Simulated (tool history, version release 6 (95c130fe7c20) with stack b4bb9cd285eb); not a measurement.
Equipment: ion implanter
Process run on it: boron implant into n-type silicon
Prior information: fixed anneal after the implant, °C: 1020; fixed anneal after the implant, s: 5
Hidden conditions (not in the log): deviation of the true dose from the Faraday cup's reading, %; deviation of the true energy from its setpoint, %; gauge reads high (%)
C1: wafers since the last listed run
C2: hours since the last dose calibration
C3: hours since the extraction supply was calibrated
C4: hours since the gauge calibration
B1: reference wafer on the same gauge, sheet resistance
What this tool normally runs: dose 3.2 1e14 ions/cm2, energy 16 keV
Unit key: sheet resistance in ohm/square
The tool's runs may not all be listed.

Run 1, hour 0: usual settings; C1 0; C2 357.9; C3 1583.1; C4 974.1; B1 345.76. Result: sheet resistance 304.62 ohm/square.
Run 2, hour 42.7: usual settings; C1 1000; C2 400.6; C3 1625.8; C4 1016.8; B1 345.74. Result: sheet resistance 305.86 ohm/square.
Run 3, hour 104.7: usual settings; C1 1452; C2 462.6; C3 1687.8; C4 1078.8; B1 345.36. Result: sheet resistance 306.66 ohm/square.
Run 4, hour 136.3: usual settings but energy 12 keV; C1 740; C2 494.2; C3 1719.4; C4 1110.4; B1 344.66. Result: sheet resistance 314.57 ohm/square.
Run 5, hour 168: usual settings but energy 12 keV; C1 742; C2 525.9; C3 1751.1; C4 1142.1; B1 345.02. Result: sheet resistance 317.1 ohm/square.
At hour 190.7: Faraday cup replaced and dose calibrated.
Run 6, hour 222.3: usual settings but energy 17 keV; C1 1084; C2 31.6; C3 1805.4; C4 1196.4; B1 344.67. Result: sheet resistance 303.29 ohm/square.
Run 7, hour 273.3: usual settings but energy 17 keV; C1 1194; C2 82.6; C3 1856.4; C4 1247.4; B1 345.32. Result: sheet resistance 305.27 ohm/square.
Run 8, hour 328.6: usual settings but energy 11.5 keV; C1 1295; C2 137.9; C3 1911.7; C4 1302.7; B1 344.89. Result: sheet resistance 317.48 ohm/square.
Run 9, hour 362.8: usual settings; C1 800; C2 172.1; C3 1945.9; C4 1336.9; B1 344.95. Result: sheet resistance 304.75 ohm/square.
Run 10, hour 409: usual settings; C1 1082; C2 218.3; C3 1992.1; C4 1383.1; B1 344.66. Result: sheet resistance 304.72 ohm/square.
Run 11, hour 474.9: usual settings; C1 1543; C2 284.2; C3 2058; C4 1449; B1 344.99. Result: sheet resistance 305.61 ohm/square.
Run 12, hour 509.9: usual settings; C1 819; C2 319.2; C3 2093; C4 1484; B1 345.29. Result: sheet resistance 304.49 ohm/square.
Run 13, hour 554.9: usual settings but dose 2.6 1e14 ions/cm2, energy 13 keV; C1 1053; C2 364.2; C3 2138; C4 1529; B1 344.52. Result: sheet resistance 371.19 ohm/square.
Run 14, hour 584.4: usual settings but dose 2.6 1e14 ions/cm2, energy 13 keV; C1 690; C2 393.7; C3 2167.5; C4 1558.5; B1 344.85. Result: sheet resistance 372.04 ohm/square.
Run 15, hour 620.9: usual settings but dose 2.6 1e14 ions/cm2, energy 13 keV; C1 854; C2 430.2; C3 2204; C4 1595; B1 345.25. Result: sheet resistance 369.64 ohm/square.
Run 16, hour 685.8: usual settings; C1 1520; C2 495.1; C3 2268.9; C4 1659.9; B1 344.73. Result: sheet resistance 305.3 ohm/square.
At hour 701.9: Faraday cup replaced and dose calibrated.
Run 17, hour 729.7: usual settings but dose 2.96 1e14 ions/cm2, energy 19 keV; C1 840; C2 27.8; C3 2312.8; C4 1703.8; B1 345.44. Result: sheet resistance 317.52 ohm/square.
Run 18, hour 780.7: usual settings but dose 3.48 1e14 ions/cm2, energy 13 keV; C1 1194; C2 78.8; C3 2363.8; C4 1754.8; B1 344.9. Result: sheet resistance 292.25 ohm/square.
At hour 833: gauge calibrated.
Run 19, hour 849.1: usual settings but dose 2.63 1e14 ions/cm2, energy 12 keV; C1 1601; C2 147.2; C3 2432.2; C4 16.1; B1 345.16. Result: sheet resistance 371.72 ohm/square.
Run 20, hour 913.5: usual settings but dose 3.79 1e14 ions/cm2, energy 20 keV; C1 1508; C2 211.6; C3 2496.6; C4 80.5; B1 344.65. Result: sheet resistance 260.81 ohm/square.
Run 21, hour 1079.2: usual settings but dose 2.3 1e14 ions/cm2, energy 12.5 keV; C1 3880; C2 377.3; C3 2662.3; C4 246.2; B1 344.48. Result: sheet resistance 411.01 ohm/square.
Run 22, hour 1140.8: usual settings but energy 19.5 keV; C1 1442; C2 438.9; C3 2723.9; C4 307.8; B1 345.2. Result: sheet resistance 299.7 ohm/square.
Run 23, hour 1177.9: usual settings; C1 868; C2 476; C3 2761; C4 344.9; B1 345.16. Result: sheet resistance 305.95 ohm/square.
Run 24, hour 1208.6: usual settings; C1 719; C2 506.7; C3 2791.7; C4 375.6; B1 345.4. Result: sheet resistance 305.99 ohm/square.
Run 25, hour 1242.8: usual settings but dose 2.29 1e14 ions/cm2; C1 800; C2 540.9; C3 2825.9; C4 409.8; B1 345.38. Result: sheet resistance 400.38 ohm/square.
At hour 1268.3: extraction supply calibrated.
Run 26, hour 1270.8: usual settings; C1 468; C2 568.9; C3 2.5; C4 437.8; B1 345.48. Result: sheet resistance 304.45 ohm/square.
At hour 1326.4: Faraday cup replaced and dose calibrated.
Run 27, hour 1326.9: usual settings but energy 12.5 keV; C1 1126; C2 0.5; C3 58.6; C4 493.9; B1 344.98. Result: sheet resistance 316.55 ohm/square.
Run 28, hour 1384.8: usual settings but dose 4.07 1e14 ions/cm2, energy 14 keV; C1 1356; C2 58.4; C3 116.5; C4 551.8; B1 344.82. Result: sheet resistance 255.66 ohm/square.
Run 29, hour 1556: usual settings but dose 3.61 1e14 ions/cm2, energy 19.5 keV; C1 4009; C2 229.6; C3 287.7; C4 723; B1 345.12. Result: sheet resistance 272.09 ohm/square.
Run 30, hour 1603: usual settings but dose 2.33 1e14 ions/cm2, energy 19.5 keV; C1 1100; C2 276.6; C3 334.7; C4 770; B1 344.5. Result: sheet resistance 384.98 ohm/square.
Run 31, hour 1674: usual settings but dose 3.93 1e14 ions/cm2, energy 12.5 keV; C1 1662; C2 347.6; C3 405.7; C4 841; B1 344.76. Result: sheet resistance 266.56 ohm/square.
Run 32, hour 1719.6: usual settings but energy 12 keV; C1 1067; C2 393.2; C3 451.3; C4 886.6; B1 345.28. Result: sheet resistance 315.68 ohm/square.
Run 33, hour 1768.1: usual settings; C1 1135; C2 441.7; C3 499.8; C4 935.1; B1 345.51. Result: sheet resistance 304.97 ohm/square.

Branching from run 33: 5 alternative next runs. What would each branch give?
Run A, hour 1768.5: usual settings; C1 9; C2 442.1; C3 500.2; C4 935.5; B1 ?. Result: sheet resistance ?.
Run B, hour 1768.5: usual settings but dose 2.56 1e14 ions/cm2, energy 20 keV; C1 9; C2 442.1; C3 500.2; C4 935.5; B1 ?. Result: sheet resistance ?.
Run C, hour 1768.5: usual settings but dose 2.27 1e14 ions/cm2, energy 20 keV; C1 9; C2 442.1; C3 500.2; C4 935.5; B1 ?. Result: sheet resistance ?.
Run D, hour 1768.5: usual settings but dose 2.93 1e14 ions/cm2, energy 13.5 keV; C1 9; C2 442.1; C3 500.2; C4 935.5; B1 ?. Result: sheet resistance ?.
Run E, hour 1768.5: usual settings but energy 14 keV; C1 9; C2 442.1; C3 500.2; C4 935.5; B1 ?. Result: sheet resistance ?.

run      B1  sheet resistance
  A  345.62            305.21
  B  345.62            356.28
  C  345.62            392.44
  D  345.62            334.39
  E  345.62            309.78
Without the tool's unlogged condition, the same runs would have read:
run  sheet resistance
  A            305.21
  B            356.28
  C            392.44
  D            334.39
  E            309.78
